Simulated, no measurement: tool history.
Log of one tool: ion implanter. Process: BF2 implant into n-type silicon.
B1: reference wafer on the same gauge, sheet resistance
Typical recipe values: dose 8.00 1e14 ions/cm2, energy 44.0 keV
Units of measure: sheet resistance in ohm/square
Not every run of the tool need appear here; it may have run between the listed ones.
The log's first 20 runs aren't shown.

run 21 hour=1649.4 | dose=8.00 energy=44.0 | B1=126.18 | sheet_resistance=151.39
run 22 hour=1726.4 | dose=6.53 energy=58.0 | B1=126.01 | sheet_resistance=177.06
run 23 hour=1813.8 | dose=8.00 energy=29.0 | B1=125.83 | sheet_resistance=160.66
run 24 hour=1890.8 | dose=6.53 energy=58.5 | B1=125.92 | sheet_resistance=176.03
run 25 hour=1985.8 | dose=8.00 energy=44.0 | B1=126.01 | sheet_resistance=150.87
run 26 hour=2045.1 | dose=9.92 energy=30.0 | B1=126.07 | sheet_resistance=137.44
run 27 hour=2096.8 | dose=6.75 energy=55.5 | B1=125.98 | sheet_resistance=170.50
run 28 hour=2148.1 | dose=6.66 energy=44.0 | B1=126.14 | sheet_resistance=176.43
run 29 hour=2188.4 | dose=8.00 energy=34.5 | B1=126.01 | sheet_resistance=155.00
run 30 hour=2245.1 | dose=6.07 energy=57.5 | B1=125.92 | sheet_resistance=186.69
run 31 hour=2339.7 | dose=8.00 energy=44.0 | B1=126.11 | sheet_resistance=150.07
run 32 hour=2418.3 | dose=8.00 energy=44.0 | B1=125.94 | sheet_resistance=149.56
run 33 hour=2502.2 | dose=6.75 energy=55.5 | B1=125.91 | sheet_resistance=169.06
run 34 hour=2573.5 | dose=8.00 energy=44.0 | B1=125.95 | sheet_resistance=149.33
run 35 hour=2666.3 | dose=8.00 energy=51.5 | B1=126.10 | sheet_resistance=146.39
run 36 hour=2768.7 | dose=8.00 energy=44.0 | B1=126.03 | sheet_resistance=148.05
run 37 hour=2844.5 | dose=9.83 energy=29.0 | B1=125.99 | sheet_resistance=137.61

Each row is a separate what-if for the run after 37, all from the same tool condition, not one after another. Results?
run A hour=2844.9 | dose=10.17 energy=44.0 | B1=? | sheet_resistance=?
run B hour=2844.9 | dose=9.40 energy=36.5 | B1=? | sheet_resistance=?
run C hour=2844.9 | dose=9.76 energy=39.0 | B1=? | sheet_resistance=?
run D hour=2844.9 | dose=8.66 energy=54.0 | B1=? | sheet_resistance=?

run=A B1=126.08 sheet_resistance=122.18
run=B B1=126.08 sheet_resistance=134.17
run=C B1=126.08 sheet_resistance=128.84
run=D B1=126.08 sheet_resistance=135.09
With the hidden condition removed and each run's random variation left untouched, the same runs would have given:
run=A sheet_resistance=124.61
run=B sheet_resistance=136.83
run=C sheet_resistance=131.38
run=D sheet_resistance=138.25

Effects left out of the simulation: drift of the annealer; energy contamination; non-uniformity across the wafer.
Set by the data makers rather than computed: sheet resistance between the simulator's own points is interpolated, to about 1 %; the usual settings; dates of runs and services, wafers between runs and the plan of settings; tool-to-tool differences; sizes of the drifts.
